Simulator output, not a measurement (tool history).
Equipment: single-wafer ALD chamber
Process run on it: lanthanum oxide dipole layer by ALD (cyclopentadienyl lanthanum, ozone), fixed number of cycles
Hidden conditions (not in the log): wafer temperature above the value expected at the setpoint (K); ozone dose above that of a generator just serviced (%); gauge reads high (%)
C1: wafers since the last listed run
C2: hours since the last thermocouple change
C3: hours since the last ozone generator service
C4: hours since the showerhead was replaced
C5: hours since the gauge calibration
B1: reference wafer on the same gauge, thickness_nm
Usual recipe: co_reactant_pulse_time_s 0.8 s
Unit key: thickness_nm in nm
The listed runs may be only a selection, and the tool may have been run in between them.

{"run": 1, "hour": 0.0, "co_reactant_pulse_time_s": 0.8, "C1": 0, "C2": 1998.4, "C3": 1291, "C4": 5393.7, "C5": 514, "B1": 0.513, "thickness_nm": 0.465}
{"hour": 4.2, "done": "gauge calibrated"}
{"run": 2, "hour": 15.9, "co_reactant_pulse_time_s": 0.62, "C1": 323, "C2": 2014.3, "C3": 1306.9, "C4": 5409.6, "C5": 11.7, "B1": 0.513, "thickness_nm": 0.433}
{"run": 3, "hour": 54.6, "co_reactant_pulse_time_s": 0.62, "C1": 788, "C2": 2053, "C3": 1345.6, "C4": 5448.3, "C5": 50.4, "B1": 0.513, "thickness_nm": 0.436}
{"run": 4, "hour": 81.4, "co_reactant_pulse_time_s": 0.62, "C1": 546, "C2": 2079.8, "C3": 1372.4, "C4": 5475.1, "C5": 77.2, "B1": 0.513, "thickness_nm": 0.434}
{"run": 5, "hour": 152.4, "co_reactant_pulse_time_s": 0.73, "C1": 1446, "C2": 2150.8, "C3": 1443.4, "C4": 5546.1, "C5": 148.2, "B1": 0.513, "thickness_nm": 0.45}
{"run": 6, "hour": 164.6, "co_reactant_pulse_time_s": 0.73, "C1": 248, "C2": 2163, "C3": 1455.6, "C4": 5558.3, "C5": 160.4, "B1": 0.513, "thickness_nm": 0.455}
{"run": 7, "hour": 181.9, "co_reactant_pulse_time_s": 0.73, "C1": 352, "C2": 2180.3, "C3": 1472.9, "C4": 5575.6, "C5": 177.7, "B1": 0.513, "thickness_nm": 0.453}
{"run": 8, "hour": 206.5, "co_reactant_pulse_time_s": 0.88, "C1": 501, "C2": 2204.9, "C3": 1497.5, "C4": 5600.2, "C5": 202.3, "B1": 0.513, "thickness_nm": 0.476}
{"run": 9, "hour": 223.2, "co_reactant_pulse_time_s": 0.88, "C1": 340, "C2": 2221.6, "C3": 1514.2, "C4": 5616.9, "C5": 219, "B1": 0.513, "thickness_nm": 0.475}
{"run": 10, "hour": 256.8, "co_reactant_pulse_time_s": 0.99, "C1": 684, "C2": 2255.2, "C3": 1547.8, "C4": 5650.5, "C5": 252.6, "B1": 0.513, "thickness_nm": 0.49}
{"run": 11, "hour": 286.1, "co_reactant_pulse_time_s": 0.99, "C1": 596, "C2": 2284.5, "C3": 1577.1, "C4": 5679.8, "C5": 281.9, "B1": 0.513, "thickness_nm": 0.49}
{"run": 12, "hour": 311.4, "co_reactant_pulse_time_s": 0.99, "C1": 515, "C2": 2309.8, "C3": 1602.4, "C4": 5705.1, "C5": 307.2, "B1": 0.513, "thickness_nm": 0.488}
{"hour": 339.2, "done": "thermocouple changed; heater temperature recalibrated"}
{"run": 13, "hour": 344.3, "co_reactant_pulse_time_s": 0.56, "C1": 507, "C2": 5.1, "C3": 1635.3, "C4": 5738, "C5": 340.1, "B1": 0.513, "thickness_nm": 0.425}
{"run": 14, "hour": 356.6, "co_reactant_pulse_time_s": 0.56, "C1": 250, "C2": 17.4, "C3": 1647.6, "C4": 5750.3, "C5": 352.4, "B1": 0.513, "thickness_nm": 0.426}
{"run": 15, "hour": 378.5, "co_reactant_pulse_time_s": 0.56, "C1": 446, "C2": 39.3, "C3": 1669.5, "C4": 5772.2, "C5": 374.3, "B1": 0.513, "thickness_nm": 0.426}
{"run": 16, "hour": 408.2, "co_reactant_pulse_time_s": 0.8, "C1": 605, "C2": 69, "C3": 1699.2, "C4": 5801.9, "C5": 404, "B1": 0.513, "thickness_nm": 0.464}
{"run": 17, "hour": 440.0, "co_reactant_pulse_time_s": 0.93, "C1": 647, "C2": 100.8, "C3": 1731, "C4": 5833.7, "C5": 435.8, "B1": 0.513, "thickness_nm": 0.482}
{"hour": 451.3, "done": "ozone generator serviced"}
{"run": 18, "hour": 462.7, "co_reactant_pulse_time_s": 0.8, "C1": 299, "C2": 123.5, "C3": 11.4, "C4": 5856.4, "C5": 458.5, "B1": 0.513, "thickness_nm": 0.466}
{"run": 19, "hour": 494.3, "co_reactant_pulse_time_s": 1.04, "C1": 643, "C2": 155.1, "C3": 43, "C4": 5888, "C5": 490.1, "B1": 0.513, "thickness_nm": 0.499}
{"hour": 502.3, "done": "gauge calibrated"}
{"run": 20, "hour": 508.7, "co_reactant_pulse_time_s": 0.95, "C1": 293, "C2": 169.5, "C3": 57.4, "C4": 5902.4, "C5": 6.4, "B1": 0.513, "thickness_nm": 0.484}
{"run": 21, "hour": 541.6, "co_reactant_pulse_time_s": 0.53, "C1": 670, "C2": 202.4, "C3": 90.3, "C4": 5935.3, "C5": 39.3, "B1": 0.513, "thickness_nm": 0.419}
{"run": 22, "hour": 568.1, "co_reactant_pulse_time_s": 0.49, "C1": 539, "C2": 228.9, "C3": 116.8, "C4": 5961.8, "C5": 65.8, "B1": 0.513, "thickness_nm": 0.41}
{"run": 23, "hour": 600.2, "co_reactant_pulse_time_s": 0.97, "C1": 654, "C2": 261, "C3": 148.9, "C4": 5993.9, "C5": 97.9, "B1": 0.513, "thickness_nm": 0.487}
{"hour": 617.6, "done": "showerhead replaced"}
{"run": 24, "hour": 656.8, "co_reactant_pulse_time_s": 0.64, "C1": 990, "C2": 317.6, "C3": 205.5, "C4": 39.2, "C5": 154.5, "B1": 0.513, "thickness_nm": 0.438}
{"run": 25, "hour": 671.1, "co_reactant_pulse_time_s": 0.92, "C1": 291, "C2": 331.9, "C3": 219.8, "C4": 53.5, "C5": 168.8, "B1": 0.513, "thickness_nm": 0.483}
{"run": 26, "hour": 704.0, "co_reactant_pulse_time_s": 1.08, "C1": 670, "C2": 364.8, "C3": 252.7, "C4": 86.4, "C5": 201.7, "B1": 0.513, "thickness_nm": 0.498}
{"run": 27, "hour": 729.9, "co_reactant_pulse_time_s": 0.8, "C1": 527, "C2": 390.7, "C3": 278.6, "C4": 112.3, "C5": 227.6, "B1": 0.513, "thickness_nm": 0.466}
{"run": 28, "hour": 746.6, "co_reactant_pulse_time_s": 0.8, "C1": 340, "C2": 407.4, "C3": 295.3, "C4": 129, "C5": 244.3, "B1": 0.513, "thickness_nm": 0.468}
{"run": 29, "hour": 761.3, "co_reactant_pulse_time_s": 0.49, "C1": 299, "C2": 422.1, "C3": 310, "C4": 143.7, "C5": 259, "B1": 0.513, "thickness_nm": 0.41}
{"run": 30, "hour": 786.1, "co_reactant_pulse_time_s": 0.68, "C1": 505, "C2": 446.9, "C3": 334.8, "C4": 168.5, "C5": 283.8, "B1": 0.513, "thickness_nm": 0.447}
{"run": 31, "hour": 803.3, "co_reactant_pulse_time_s": 0.48, "C1": 350, "C2": 464.1, "C3": 352, "C4": 185.7, "C5": 301, "B1": 0.513, "thickness_nm": 0.407}
{"run": 32, "hour": 829.1, "co_reactant_pulse_time_s": 0.8, "C1": 525, "C2": 489.9, "C3": 377.8, "C4": 211.5, "C5": 326.8, "B1": 0.513, "thickness_nm": 0.467}
{"run": 33, "hour": 851.5, "co_reactant_pulse_time_s": 1.09, "C1": 456, "C2": 512.3, "C3": 400.2, "C4": 233.9, "C5": 349.2, "B1": 0.513, "thickness_nm": 0.5}
{"run": 34, "hour": 870.5, "co_reactant_pulse_time_s": 0.94, "C1": 387, "C2": 531.3, "C3": 419.2, "C4": 252.9, "C5": 368.2, "B1": 0.513, "thickness_nm": 0.484}
{"run": 35, "hour": 894.1, "co_reactant_pulse_time_s": 0.55, "C1": 480, "C2": 554.9, "C3": 442.8, "C4": 276.5, "C5": 391.8, "B1": 0.513, "thickness_nm": 0.421}

Predict each of these 4 candidate next runs independently; none follows another, all start after run 35:
{"run": "A", "hour": 894.5, "co_reactant_pulse_time_s": 1.06, "C1": 8, "C2": 555.3, "C3": 443.2, "C4": 276.9, "C5": 392.2, "B1": "?", "thickness_nm": "?"}
{"run": "B", "hour": 894.5, "co_reactant_pulse_time_s": 1.01, "C1": 8, "C2": 555.3, "C3": 443.2, "C4": 276.9, "C5": 392.2, "B1": "?", "thickness_nm": "?"}
{"run": "C", "hour": 894.5, "co_reactant_pulse_time_s": 1.03, "C1": 8, "C2": 555.3, "C3": 443.2, "C4": 276.9, "C5": 392.2, "B1": "?", "thickness_nm": "?"}
{"run": "D", "hour": 894.5, "co_reactant_pulse_time_s": 0.67, "C1": 8, "C2": 555.3, "C3": 443.2, "C4": 276.9, "C5": 392.2, "B1": "?", "thickness_nm": "?"}

run=A B1=0.513 thickness_nm=0.498
run=B B1=0.513 thickness_nm=0.493
run=C B1=0.513 thickness_nm=0.495
run=D B1=0.513 thickness_nm=0.445
What these runs would have given with no unlogged condition in the tool:
run=A thickness_nm=0.498
run=B thickness_nm=0.493
run=C thickness_nm=0.495
run=D thickness_nm=0.445
